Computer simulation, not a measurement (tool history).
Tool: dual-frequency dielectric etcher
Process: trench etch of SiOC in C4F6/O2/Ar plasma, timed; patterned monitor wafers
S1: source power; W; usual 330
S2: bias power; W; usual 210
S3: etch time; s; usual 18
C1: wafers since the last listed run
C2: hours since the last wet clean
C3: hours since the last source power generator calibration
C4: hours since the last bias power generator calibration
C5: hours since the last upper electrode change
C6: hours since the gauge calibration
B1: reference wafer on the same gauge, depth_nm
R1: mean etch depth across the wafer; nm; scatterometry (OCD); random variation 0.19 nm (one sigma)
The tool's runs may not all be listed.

run	day	S1	S2	S3	C1	C2	C3	C4	C5	C6	B1	R1
1	0	330	210	22	0	247.2	3384.4	5392.3	3022.2	1366.4	31.37	38.28
2	1.862	330	210	18	621	291.9	3429.1	5437	3066.9	1411.1	31.4	31.27
# day 2.308: bias power generator calibrated
3	3.517	280	210	18	496	331.6	3468.8	29	3106.6	1450.8	31.29	29.8
# day 5.342: wet clean of the chamber
4	5.738	280	210	18	407	9.5	3522.1	82.3	3159.9	1504.1	31.09	29.84
5	7.025	280	210	18	429	40.4	3553	113.2	3190.8	1535	31.04	30.17
6	8.392	330	210	16.5	456	73.2	3585.8	146	3223.6	1567.8	30.96	28.48
7	9.896	330	210	20.5	502	109.3	3621.9	182.1	3259.7	1603.9	31.02	35.17
8	11.488	330	210	20.5	531	147.5	3660.1	220.3	3297.9	1642.1	30.83	35.46
9	12.625	330	174	18	379	174.8	3687.4	247.6	3325.2	1669.4	30.79	27.94
10	14.167	330	168	20	514	211.8	3724.4	284.6	3362.2	1706.4	30.77	30.74
11	16.329	330	210	18	722	263.7	3776.3	336.5	3414.1	1758.3	30.68	30.58
12	17.908	300	210	14	527	301.6	3814.2	374.4	3452	1796.2	30.59	23.35
13	19.275	330	254	15.5	456	334.4	3847	407.2	3484.8	1829	30.46	28.75
# day 21.354: wet clean of the chamber
14	21.375	300	244	18	367	0.5	3897.4	457.6	3535.2	1879.4	30.4	31.82
15	22.612	330	210	18	413	30.2	3927.1	487.3	3564.9	1909.1	30.28	30.17
16	23.929	280	194	22.5	439	61.8	3958.7	518.9	3596.5	1940.7	30.18	34.81
17	25.417	390	257	15.5	496	97.5	3994.4	554.6	3632.2	1976.4	30.16	30.06
18	27.783	360	232	21.5	790	154.3	4051.2	611.4	3689	2033.2	29.9	38.34
# day 29.121: upper electrode replaced
19	30.196	330	210	18	471	212.2	4109.1	669.3	25.8	2091.1	29.93	30.11
# day 32.567: gauge calibrated
20	33.112	370	162	13	973	282.2	4179.1	739.3	95.8	13.1	32.63	21.83
21	34.75	260	210	14.5	546	321.5	4218.4	778.6	135.1	52.4	32.53	24.7
# day 35.167: source power generator calibrated
22	36.679	330	180	18	588	367.8	36.3	824.9	181.4	98.7	32.63	30.4
23	37.925	310	248	22.5	416	397.7	66.2	854.8	211.3	128.6	32.54	43.37
# day 40.392: wet clean of the chamber
24	40.412	400	174	14.5	496	0.5	125.9	914.5	271	188.3	32.54	25.28
25	41.371	330	235	18	320	23.5	148.9	937.5	294	211.3	32.59	34.38
26	48.712	360	248	20	2451	199.7	325.1	1113.7	470.2	387.5	32.53	40.2
27	50.121	370	210	18	470	233.5	358.9	1147.5	504	421.3	32.45	33.79
28	51.379	330	210	18	420	263.7	389.1	1177.7	534.2	451.5	32.54	32.42
29	52.529	250	165	16.5	384	291.3	416.7	1205.3	561.8	479.1	32.57	24.38
30	54.046	400	168	18	506	327.7	453.1	1241.7	598.2	515.5	32.49	30.96
31	56.692	380	210	18	883	391.2	516.6	1305.2	661.7	579	32.35	34.05

Forecast each of these 3 alternatives for the next run:
A	56.708	330	224	18	5	391.6	517	1305.6	662.1	579.4	?	?
B	56.708	360	242	16	5	391.6	517	1305.6	662.1	579.4	?	?
C	56.708	330	257	18	5	391.6	517	1305.6	662.1	579.4	?	?

run	B1	R1
A	32.4	33.35
B	32.4	31.5
C	32.4	35.56
Without the tool's hidden state the same runs would have given:
run	R1
A	33.64
B	31.78
C	35.87

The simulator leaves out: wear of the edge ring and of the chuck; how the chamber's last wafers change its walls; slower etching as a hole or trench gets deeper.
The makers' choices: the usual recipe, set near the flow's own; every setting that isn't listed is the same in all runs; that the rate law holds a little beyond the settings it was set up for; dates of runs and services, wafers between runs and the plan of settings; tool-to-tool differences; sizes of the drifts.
